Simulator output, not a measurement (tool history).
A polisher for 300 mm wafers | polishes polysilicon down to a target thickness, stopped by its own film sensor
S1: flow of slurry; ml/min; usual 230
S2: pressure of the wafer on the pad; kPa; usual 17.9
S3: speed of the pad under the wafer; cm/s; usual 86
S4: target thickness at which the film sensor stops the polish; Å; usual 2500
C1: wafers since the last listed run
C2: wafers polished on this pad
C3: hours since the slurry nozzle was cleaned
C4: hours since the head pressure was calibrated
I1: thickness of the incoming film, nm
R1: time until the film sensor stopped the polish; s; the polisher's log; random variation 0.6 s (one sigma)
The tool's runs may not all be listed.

run   hour   S1    S2   S3    S4   C1    C2     C3      C4     I1    R1
  1    0.0  230  17.9   86  2500    0   935  544.3   960.3  621.0  52.0
  2   10.6  230  17.9   86  1920   61   996  554.9   970.9  627.6  62.3
  3   19.4  230  17.9   86  2500   51  1047  563.7   979.7  620.8  52.3
  4   35.0  230  17.9   86  2500   90  1138  579.3   995.3  630.1  54.5
  5   45.7  230  17.9   86  2500   62  1200  590.0  1006.0  630.7  54.7
  6   62.5  230  17.9   86  2500   97  1297  606.8  1022.8  628.3  54.8
      67.2  -- worn pad replaced by a new one
  7   69.0  275  17.9   86  2500   14    10  613.3  1029.3  635.5  50.5
  8   76.1  275  17.9   86  2500   41    51  620.4  1036.4  643.6  50.6
  9   90.3  265  17.9   86  1460   82   133  634.6  1050.6  640.5  64.3
 10  101.2  265  17.9   86  1460   63   196  645.5  1061.5  632.8  64.0
 11  116.6  265  17.9   86  1460   89   286  660.9  1076.9  637.2  66.8
 12  124.8  260  17.9   86  2500   47   333  669.1  1085.1  625.0  49.8
 13  141.2  260  17.9   86  2500   95   428  685.5  1101.5  641.5  53.1
 14  157.5  260  17.9   86  2500   94   523  701.8  1117.8  631.8  51.6
     162.9  -- slurry nozzle cleaned
 15  175.1  230  22.1   86  2500   96   619   12.2  1135.4  632.8  43.1
 16  186.0  230  17.9  108  2500   63   682   23.1  1146.3  624.7  40.6
 17  202.0  230  17.9  108  2500   92   775   39.1  1162.3  627.7  42.0
 18  212.7  285  17.9  114  3220   62   837   49.8  1173.0  639.8  33.1
 19  225.0  280  21.4   86  3810   71   909   62.1  1185.3  625.2  27.9
 20  242.6  230  17.9   86  2500  102  1011   79.7  1202.9  629.6  53.8
     254.8  -- worn pad replaced by a new one
 21  255.5  230  20.0   86  2500   51     4   92.6  1215.8  633.3  45.2
     259.3  -- head pressure recalibrated
 22  271.4  230  20.7   86  3470   80    84  108.5    12.1  640.4  33.6
 23  285.4  230  17.9   86  2500   81   165  122.5    26.1  630.8  50.8
 24  322.6  230  17.9   86  1380  215   381  159.7    63.3  634.5  67.2
 25  337.0  305  15.2   86  2500   83   465  174.1    77.7  635.5  60.9
 26  344.3  230  17.9   86  2500   42   507  181.4    85.0  626.1  51.0
 27  353.4  230  17.9   86  2500   52   560  190.5    94.1  617.3  50.2
 28  371.0  230  17.9   86  2500  102   662  208.1   111.7  632.2  54.1
 29  381.0  175  13.8   86  2500   57   720  218.1   121.7  627.1  68.5
 30  406.1  230  17.9   86  2500  145   865  243.2   146.8  619.7  51.9
 31  423.0  255  17.9   86  3640   97   963  260.1   163.7  623.9  36.8
 32  431.0  280  22.1   66  3350   46  1010  268.1   171.7  641.0  45.2
 33  443.1  205  17.9  100  3710   70  1080  280.2   183.8  638.9  33.6
 34  450.6  230  17.9   60  2500   43  1123  287.7   191.3  621.6  76.5
     462.4  -- worn pad replaced by a new one
 35  462.9  305  17.9   68  1530   48     2  300.0   203.6  643.1  79.8
 36  473.4  165  17.9   86  3480   60    63  310.5   214.1  638.9  38.8

Hidden state at the last listed run before each entry between runs and at the first one after, where it differs:
Between runs 6 and 7: worn pad replaced by a new one (hour 67.2)
  removal rate lost through wear of the pad, %: 10.5 -> 1.11
  measured less the result without the state, R1: +5.8 -> +0.6 s
Between runs 14 and 15: slurry nozzle cleaned (hour 162.9)
  removal rate lost through wear of the pad, %: 4.65 -> 5.35
  measured less the result without the state, R1: +2.4 -> +2.3 s
Between runs 20 and 21: worn pad replaced by a new one (hour 254.8)
  removal rate lost through wear of the pad, %: 8.05 -> 1.02
  measured less the result without the state, R1: +4.3 -> +0.5 s
Between runs 21 and 22: head pressure recalibrated (hour 259.3)
  removal rate lost through wear of the pad, %: 1.02 -> 1.66
  measured less the result without the state, R1: +0.5 -> +0.5 s
Between runs 34 and 35: worn pad replaced by a new one (hour 462.4)
  removal rate lost through wear of the pad, %: 8.83 -> 0.7
  measured less the result without the state, R1: +6.7 -> +0.5 s
